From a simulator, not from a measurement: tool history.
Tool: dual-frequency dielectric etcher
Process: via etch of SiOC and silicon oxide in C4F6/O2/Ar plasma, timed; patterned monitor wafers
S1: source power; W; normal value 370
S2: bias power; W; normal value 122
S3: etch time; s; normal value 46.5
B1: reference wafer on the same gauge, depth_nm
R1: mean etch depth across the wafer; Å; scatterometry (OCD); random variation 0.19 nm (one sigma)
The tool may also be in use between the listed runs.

run,hour,S1,S2,S3,B1,R1
1,0.0,370,99,42.5,39.59,358.6
2,26.0,370,99,42.5,39.59,356.6
3,36.7,370,99,42.5,39.62,358.5
4,43.7,370,122,46.5,39.59,413.8
# hour 54.9: source power generator calibrated
5,56.8,370,106,46.5,39.61,400.3
6,63.6,370,106,46.5,39.60,400.8
7,78.9,370,122,46.5,39.63,413.6
8,88.8,370,122,46.5,39.57,414.7
# hour 104.0: gauge calibrated
# hour 119.4: upper electrode replaced, of another model than before
9,119.9,370,122,60.0,39.60,538.7
10,120.2,370,97,46.5,39.59,375.3
11,122.0,460,136,56.5,39.61,580.9
# hour 129.5: bias power generator calibrated
12,137.6,370,122,46.5,39.61,421.3
13,154.2,370,122,46.5,39.61,419.7
14,165.8,370,99,42.5,39.57,349.2
15,178.4,330,122,46.5,39.59,397.7
16,189.0,370,122,46.5,39.63,419.5
17,201.1,370,122,46.5,39.60,421.3
18,213.1,420,122,53.0,39.62,502.6
19,229.3,430,148,54.0,39.59,567.2
20,244.9,370,122,36.5,39.63,334.9
21,251.2,370,99,42.5,39.56,352.0
22,273.8,370,133,46.5,39.62,441.3
23,281.6,370,99,46.5,39.61,389.5
24,287.8,370,122,46.5,39.61,422.1
25,295.8,420,106,46.5,39.62,417.7
26,301.9,410,139,52.5,39.62,527.9
27,318.5,440,93,38.0,39.61,329.9
28,332.0,310,122,46.5,39.59,399.8
29,344.4,370,122,46.5,39.61,425.1
30,352.6,440,131,57.0,39.59,576.0
31,368.6,370,122,46.5,39.60,429.2

What the log doesn't show, run by run:
source power that arrives over what is set, %: 0 across all the runs
bias power that arrives over what is set, %: 0 across all the runs
gauge reads high (%): 0 across all the runs
H1: etch rate over this chamber's usual, %
run,H1
1,-0.486
2,-0.196
3,-0.0758
4,0.00248
5,0.149
6,0.225
7,0.396
8,0.507
9,0.855
10,0.858
11,0.879
12,1.05
13,1.24
14,1.37
15,1.51
16,1.63
17,1.76
18,1.9
19,2.08
20,2.25
21,2.32
22,2.58
23,2.66
24,2.73
25,2.82
26,2.89
27,3.08
28,3.23
29,3.37
30,3.46
31,3.64
